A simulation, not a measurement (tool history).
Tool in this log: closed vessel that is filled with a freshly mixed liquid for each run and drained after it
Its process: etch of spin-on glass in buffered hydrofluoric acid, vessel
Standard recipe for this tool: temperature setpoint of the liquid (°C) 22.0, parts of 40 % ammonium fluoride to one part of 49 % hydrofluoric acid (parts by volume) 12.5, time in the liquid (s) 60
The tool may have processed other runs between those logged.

| run | hour | temperature setpoint of the liquid (°C) | parts of 40 % ammonium fluoride to one part of 49 % hydrofluoric acid (parts by volume) | time in the liquid (s) | wafers since the last listed run | hours since the thermometer was replaced | hours since the hydrofluoric acid flow meter was replaced | hours since the gauge calibration | read-back film thickness of the spin-on glass reference wafer, read on the same gauge (nm) | thickness taken off the spin-on glass on a monitor wafer (angstrom) |
|---|---|---|---|---|---|---|---|---|---|---|
| 1 | 0.0 | 22.0 | 12.5 | 60 | 0 | 1024.1 | 103.3 | 349.1 | 150.02 | 1182.5 |
| 2 | 71.8 | 22.0 | 12.5 | 60 | 6284 | 1095.9 | 175.1 | 420.9 | 150.02 | 1191.0 |
| 3 | 120.1 | 22.0 | 12.5 | 60 | 4227 | 1144.2 | 223.4 | 469.2 | 149.99 | 1194.3 |
| 4 | 192.6 | 22.0 | 12.5 | 60 | 6345 | 1216.7 | 295.9 | 541.7 | 149.97 | 1189.2 |
| 5 | 272.3 | 22.0 | 12.5 | 60 | 6975 | 1296.4 | 375.6 | 621.4 | 149.96 | 1197.3 |
| 6 | 357.7 | 22.0 | 12.5 | 60 | 7474 | 1381.8 | 461.0 | 706.8 | 149.99 | 1217.3 |
| 7 | 454.1 | 22.0 | 12.5 | 60 | 8437 | 1478.2 | 557.4 | 803.2 | 150.02 | 1208.1 |
|  | 507.3 | thermometer replaced |
| 8 | 720.4 | 23.5 | 12.5 | 40 | 23219 | 213.1 | 823.7 | 1069.5 | 149.99 | 876.3 |
| 9 | 1009.6 | 23.5 | 12.5 | 40 | 25311 | 502.3 | 1112.9 | 1358.7 | 149.98 | 891.8 |
| 10 | 1053.6 | 22.0 | 11.0 | 60 | 3850 | 546.3 | 1156.9 | 1402.7 | 150.04 | 1399.0 |
| 11 | 1126.5 | 22.0 | 11.0 | 60 | 6380 | 619.2 | 1229.8 | 1475.6 | 150.00 | 1405.5 |
| 12 | 1201.3 | 22.0 | 12.5 | 60 | 6546 | 694.0 | 1304.6 | 1550.4 | 150.00 | 1234.8 |
| 13 | 1272.6 | 22.0 | 12.5 | 60 | 6240 | 765.3 | 1375.9 | 1621.7 | 149.99 | 1256.7 |
| 14 | 1448.0 | 22.0 | 12.5 | 60 | 15351 | 940.7 | 1551.3 | 1797.1 | 150.02 | 1247.0 |
|  | 1455.2 | gauge calibrated |
| 15 | 1537.6 | 22.0 | 12.5 | 60 | 7841 | 1030.3 | 1640.9 | 82.4 | 150.02 | 1253.9 |
| 16 | 1629.4 | 22.0 | 12.5 | 60 | 8034 | 1122.1 | 1732.7 | 174.2 | 149.99 | 1249.6 |
| 17 | 1682.3 | 22.0 | 12.5 | 60 | 4629 | 1175.0 | 1785.6 | 227.1 | 149.98 | 1267.4 |
| 18 | 1755.5 | 17.5 | 12.5 | 80 | 6406 | 1248.2 | 1858.8 | 300.3 | 150.01 | 1324.8 |
| 19 | 1809.3 | 20.5 | 15.0 | 60 | 4708 | 1302.0 | 1912.6 | 354.1 | 150.01 | 966.7 |
| 20 | 1879.1 | 22.0 | 12.5 | 60 | 6108 | 1371.8 | 1982.4 | 423.9 | 149.99 | 1247.6 |
| 21 | 1929.9 | 22.0 | 14.0 | 45 | 4446 | 1422.6 | 2033.2 | 474.7 | 149.98 | 854.2 |
| 22 | 2034.6 | 22.0 | 17.0 | 60 | 9163 | 1527.3 | 2137.9 | 579.4 | 149.98 | 938.1 |
|  | 2044.4 | thermometer replaced |
| 23 | 2111.4 | 19.5 | 12.5 | 60 | 6634 | 67.0 | 2214.7 | 656.2 | 150.01 | 1109.6 |
|  | 2135.8 | hydrofluoric acid flow meter replaced |
| 24 | 2199.7 | 24.0 | 17.0 | 60 | 7640 | 155.3 | 63.9 | 744.5 | 149.99 | 992.0 |
| 25 | 2294.9 | 22.0 | 12.5 | 90 | 8332 | 250.5 | 159.1 | 839.7 | 150.01 | 1808.7 |
| 26 | 2396.4 | 23.5 | 11.0 | 60 | 8883 | 352.0 | 260.6 | 941.2 | 149.99 | 1479.9 |
| 27 | 2470.5 | 23.5 | 12.5 | 90 | 6485 | 426.1 | 334.7 | 1015.3 | 149.99 | 1973.6 |
| 28 | 2575.9 | 22.0 | 12.5 | 30 | 9224 | 531.5 | 440.1 | 1120.7 | 149.98 | 602.5 |
| 29 | 2649.9 | 27.0 | 17.0 | 70 | 6476 | 605.5 | 514.1 | 1194.7 | 150.00 | 1384.5 |
| 30 | 2688.4 | 17.0 | 9.5 | 30 | 3369 | 644.0 | 552.6 | 1233.2 | 149.99 | 581.0 |
| 31 | 2737.5 | 17.5 | 12.5 | 60 | 4297 | 693.1 | 601.7 | 1282.3 | 150.01 | 945.7 |
| 32 | 2888.9 | 22.0 | 12.5 | 60 | 13250 | 844.5 | 753.1 | 1433.7 | 149.99 | 1211.2 |
| 33 | 2946.3 | 22.0 | 12.5 | 80 | 5023 | 901.9 | 810.5 | 1491.1 | 149.99 | 1657.0 |
| 34 | 3027.0 | 17.5 | 8.5 | 40 | 7062 | 982.6 | 891.2 | 1571.8 | 150.00 | 921.5 |

3 options for the next run, each taken on its own from the tool as it stands now. Forecast them:
| A | 3027.7 | 26.5 | 12.5 | 60 | 61 | 983.3 | 891.9 | 1572.5 | ? | ? |
| B | 3027.7 | 18.0 | 12.5 | 60 | 61 | 983.3 | 891.9 | 1572.5 | ? | ? |
| C | 3027.7 | 24.0 | 14.0 | 60 | 61 | 983.3 | 891.9 | 1572.5 | ? | ? |

| run | read-back film thickness of the spin-on glass reference wafer, read on the same gauge (nm) | thickness taken off the spin-on glass on a monitor wafer (angstrom) |
|---|---|---|
| A | 150.00 | 1587.3 |
| B | 150.00 | 992.9 |
| C | 150.00 | 1240.9 |
With the hidden condition removed and each run's random variation left untouched, the same runs would have given:
| run | thickness taken off the spin-on glass on a monitor wafer (angstrom) |
|---|---|
| A | 1528.2 |
| B | 955.8 |
| C | 1194.5 |

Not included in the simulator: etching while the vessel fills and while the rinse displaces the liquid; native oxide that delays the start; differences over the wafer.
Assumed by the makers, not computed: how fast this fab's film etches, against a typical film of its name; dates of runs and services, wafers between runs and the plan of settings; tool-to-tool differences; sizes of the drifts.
